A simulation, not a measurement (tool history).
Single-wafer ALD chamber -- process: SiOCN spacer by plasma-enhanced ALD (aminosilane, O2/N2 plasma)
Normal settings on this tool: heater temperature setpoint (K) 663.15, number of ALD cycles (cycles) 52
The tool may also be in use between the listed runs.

| run | day | heater temperature setpoint (K) | number of ALD cycles (cycles) | wafers since the last listed run | hours since the last thermocouple change | hours since the gauge calibration | read-back reference wafer on the same gauge, thickness_nm | mean film thickness on the monitor wafer (nm) |
|---|---|---|---|---|---|---|---|---|
| 1 | 0.000 | 673.15 | 58 | 0 | 1705.9 | 104.4 | 2.852 | 3.461 |
| 2 | 0.867 | 673.15 | 58 | 106 | 1726.7 | 125.2 | 2.849 | 3.480 |
| 3 | 2.167 | 663.15 | 52 | 159 | 1757.9 | 156.4 | 2.847 | 3.118 |
| 4 | 3.583 | 663.15 | 52 | 173 | 1791.9 | 190.4 | 2.841 | 3.102 |
| 5 | 4.479 | 663.15 | 52 | 109 | 1813.4 | 211.9 | 2.844 | 3.110 |
| 6 | 5.404 | 663.15 | 52 | 113 | 1835.6 | 234.1 | 2.837 | 3.117 |
| 7 | 6.108 | 663.15 | 52 | 86 | 1852.5 | 251.0 | 2.838 | 3.099 |
| 8 | 7.550 | 663.15 | 52 | 176 | 1887.1 | 285.6 | 2.835 | 3.106 |
| 9 | 8.121 | 663.15 | 52 | 69 | 1900.8 | 299.3 | 2.837 | 3.119 |
| 10 | 9.612 | 659.15 | 56 | 182 | 1936.6 | 335.1 | 2.837 | 3.343 |
|  | 11.046 | thermocouple changed; heater temperature recalibrated |
| 11 | 11.067 | 659.15 | 56 | 137 | 0.5 | 370.0 | 2.832 | 3.341 |
| 12 | 11.717 | 657.15 | 57 | 79 | 16.1 | 385.6 | 2.833 | 3.405 |
|  | 12.725 | gauge calibrated |
| 13 | 12.983 | 672.15 | 60 | 155 | 46.5 | 6.2 | 2.879 | 3.637 |
| 14 | 13.508 | 672.15 | 61 | 64 | 59.1 | 18.8 | 2.873 | 3.708 |
| 15 | 14.633 | 663.15 | 60 | 137 | 86.1 | 45.8 | 2.864 | 3.621 |
| 16 | 15.442 | 663.15 | 52 | 98 | 105.5 | 65.2 | 2.864 | 3.131 |
| 17 | 16.796 | 649.15 | 46 | 165 | 138.0 | 97.7 | 2.855 | 2.757 |
| 18 | 17.575 | 673.15 | 58 | 95 | 156.7 | 116.4 | 2.853 | 3.471 |

Consider 4 possible next runs. They are alternatives, not a sequence: every one starts from the tool as it was left by run 18. What does each give?
| A | 17.596 | 663.15 | 52 | 2 | 157.2 | 116.9 | ? | ? |
| B | 17.596 | 671.15 | 55 | 2 | 157.2 | 116.9 | ? | ? |
| C | 17.596 | 659.15 | 57 | 2 | 157.2 | 116.9 | ? | ? |
| D | 17.596 | 667.15 | 61 | 2 | 157.2 | 116.9 | ? | ? |

| run | read-back reference wafer on the same gauge, thickness_nm | mean film thickness on the monitor wafer (nm) |
|---|---|---|
| A | 2.851 | 3.120 |
| B | 2.851 | 3.300 |
| C | 2.851 | 3.420 |
| D | 2.851 | 3.660 |
Had the tool no hidden state, the same runs would have come out as:
| run | mean film thickness on the monitor wafer (nm) |
|---|---|
| A | 3.149 |
| B | 3.330 |
| C | 3.451 |
| D | 3.694 |
